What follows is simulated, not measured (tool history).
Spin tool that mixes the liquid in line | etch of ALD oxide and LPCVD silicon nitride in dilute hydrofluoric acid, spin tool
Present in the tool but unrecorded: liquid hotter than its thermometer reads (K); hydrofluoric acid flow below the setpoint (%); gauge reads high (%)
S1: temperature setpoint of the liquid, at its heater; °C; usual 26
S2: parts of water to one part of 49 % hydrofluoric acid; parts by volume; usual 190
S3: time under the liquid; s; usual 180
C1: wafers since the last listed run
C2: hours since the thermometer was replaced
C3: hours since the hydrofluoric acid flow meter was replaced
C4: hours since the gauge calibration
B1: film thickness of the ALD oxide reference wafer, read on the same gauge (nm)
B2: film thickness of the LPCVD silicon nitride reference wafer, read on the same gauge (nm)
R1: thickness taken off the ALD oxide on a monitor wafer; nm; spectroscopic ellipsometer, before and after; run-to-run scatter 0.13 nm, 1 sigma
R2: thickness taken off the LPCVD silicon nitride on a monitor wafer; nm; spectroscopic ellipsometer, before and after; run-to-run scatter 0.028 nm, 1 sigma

| run | day | S1 | S2 | S3 | C1 | C2 | C3 | C4 | B1 | B2 | R1 | R2 |
|---|---|---|---|---|---|---|---|---|---|---|---|---|
| 1 | 0 | 26 | 190 | 180 | 0 | 467.7 | 1283.4 | 179.4 | 120 | 90.011 | 23.93 | 0.455 |
| 2 | 0.571 | 26 | 190 | 180 | 113 | 481.4 | 1297.1 | 193.1 | 120.03 | 89.957 | 23.63 | 0.425 |
| 3 | 1.746 | 26 | 190 | 180 | 234 | 509.6 | 1325.3 | 221.3 | 120.01 | 89.99 | 23.6 | 0.466 |
| 4 | 2.429 | 26 | 190 | 180 | 136 | 526 | 1341.7 | 237.7 | 120.01 | 89.999 | 23.74 | 0.429 |
| 5 | 3.638 | 26 | 190 | 180 | 240 | 555 | 1370.7 | 266.7 | 120.01 | 90.015 | 23.73 | 0.429 |
| 6 | 7.662 | 26 | 190 | 180 | 802 | 651.6 | 1467.3 | 363.3 | 119.99 | 89.998 | 23.83 | 0.496 |
| 7 | 8.971 | 26 | 190 | 180 | 260 | 683 | 1498.7 | 394.7 | 119.98 | 90.01 | 23.89 | 0.44 |
| 8 | 10.146 | 26 | 190 | 180 | 234 | 711.2 | 1526.9 | 422.9 | 119.99 | 89.975 | 23.96 | 0.502 |
| 9 | 10.804 | 26 | 190 | 180 | 131 | 727 | 1542.7 | 438.7 | 119.99 | 90.004 | 24 | 0.424 |
| 10 | 11.838 | 26 | 190 | 180 | 205 | 751.8 | 1567.5 | 463.5 | 120 | 90.035 | 23.92 | 0.481 |
| 11 | 13.029 | 26 | 190 | 180 | 237 | 780.4 | 1596.1 | 492.1 | 120 | 89.994 | 24.04 | 0.478 |
| 12 | 13.804 | 26 | 190 | 180 | 154 | 799 | 1614.7 | 510.7 | 119.98 | 89.991 | 24.1 | 0.489 |
|  | 14.021 | thermometer replaced |
| 13 | 15.262 | 26 | 190 | 180 | 282 | 29.8 | 1649.7 | 545.7 | 119.98 | 89.99 | 22.91 | 0.405 |
| 14 | 16.042 | 31 | 190 | 140 | 155 | 48.5 | 1668.4 | 564.4 | 119.98 | 89.993 | 21.47 | 0.444 |
| 15 | 16.996 | 24.5 | 265 | 285 | 190 | 71.4 | 1691.3 | 587.3 | 119.99 | 90.018 | 22.77 | 0.478 |
| 16 | 17.879 | 26 | 190 | 80 | 176 | 92.6 | 1712.5 | 608.5 | 120 | 90.041 | 10.31 | 0.197 |

Forecast run 17:
| 17 | 18.729 | 31 | 130 | 210 | 169 | 113 | 1732.9 | 628.9 | ? | ? | ? | ? |

Run 17 produced B1 120.02, B2 90.004, R1 51.61 nm, R2 1.007 nm.
Without the tool's hidden state the same run would have given R1 51.2 nm, R2 0.993 nm.
